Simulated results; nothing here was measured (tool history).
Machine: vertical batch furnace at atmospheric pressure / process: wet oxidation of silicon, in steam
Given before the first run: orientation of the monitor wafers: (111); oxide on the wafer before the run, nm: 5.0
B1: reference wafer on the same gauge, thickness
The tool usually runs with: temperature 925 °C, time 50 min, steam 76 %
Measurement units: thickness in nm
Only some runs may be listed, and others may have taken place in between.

Run 1, hour 0: usual settings; B1 231.99. Result: thickness 198.11 nm.
Run 2, hour 89.3: usual settings; B1 232.21. Result: thickness 199.01 nm.
Run 3, hour 172.1: usual settings; B1 231.7. Result: thickness 198.42 nm.
Run 4, hour 272.7: usual settings but steam 81 %; B1 232.17. Result: thickness 209.3 nm.
Run 5, hour 350.4: usual settings; B1 232.08. Result: thickness 198.47 nm.
Run 6, hour 447.5: usual settings; B1 231.95. Result: thickness 199.11 nm.
Run 7, hour 526.7: usual settings; B1 232.17. Result: thickness 198.89 nm.
Run 8, hour 580.7: usual settings; B1 231.87. Result: thickness 198.44 nm.
Run 9, hour 654.1: usual settings; B1 232.14. Result: thickness 199.54 nm.
Run 10, hour 733.3: usual settings but temperature 919 °C, time 37.5 min; B1 231.94. Result: thickness 149.46 nm.
Run 11, hour 803.4: usual settings but temperature 919 °C, time 37.5 min; B1 232.01. Result: thickness 149.18 nm.
Run 12, hour 895.6: usual settings but temperature 919 °C, time 37.5 min; B1 232.11. Result: thickness 148.7 nm.
Run 13, hour 933.3: usual settings; B1 231.9. Result: thickness 199.2 nm.
Run 14, hour 1036.5: usual settings but temperature 949 °C, steam 65 %; B1 232.09. Result: thickness 218.04 nm.
At hour 1266.9: steam generator serviced.
Run 15, hour 1272.5: usual settings but temperature 911 °C, time 60 min; B1 232. Result: thickness 203.1 nm.
Run 16, hour 1371.2: usual settings but steam 68 %; B1 231.96. Result: thickness 184.87 nm.
At hour 1396: thermocouples replaced and temperature profile calibrated.
Run 17, hour 1472.1: usual settings but time 69.5 min; B1 232.22. Result: thickness 259.61 nm.
Run 18, hour 1508.6: usual settings; B1 231.86. Result: thickness 201.26 nm.
Run 19, hour 1585.9: usual settings; B1 232.19. Result: thickness 201.27 nm.
Run 20, hour 1653.4: usual settings but time 39.5 min; B1 231.98. Result: thickness 167.49 nm.
At hour 1704.2: gauge calibrated.
Run 21, hour 1720: usual settings but temperature 932 °C, time 31 min, steam 67 %; B1 232.02. Result: thickness 132.92 nm.
Run 22, hour 1824.3: usual settings but temperature 946 °C; B1 231.97. Result: thickness 241.81 nm.
Run 23, hour 1905.7: usual settings but temperature 910 °C; B1 232.09. Result: thickness 172.36 nm.

What will run 24 give?
Run 24, hour 2091.9: usual settings; B1 ?. Result: thickness ?.

Run 24 measured B1 231.92, thickness 199.48 nm.
If the tool had no hidden condition, the same run with the same run-to-run variation would have returned thickness 201.55 nm.
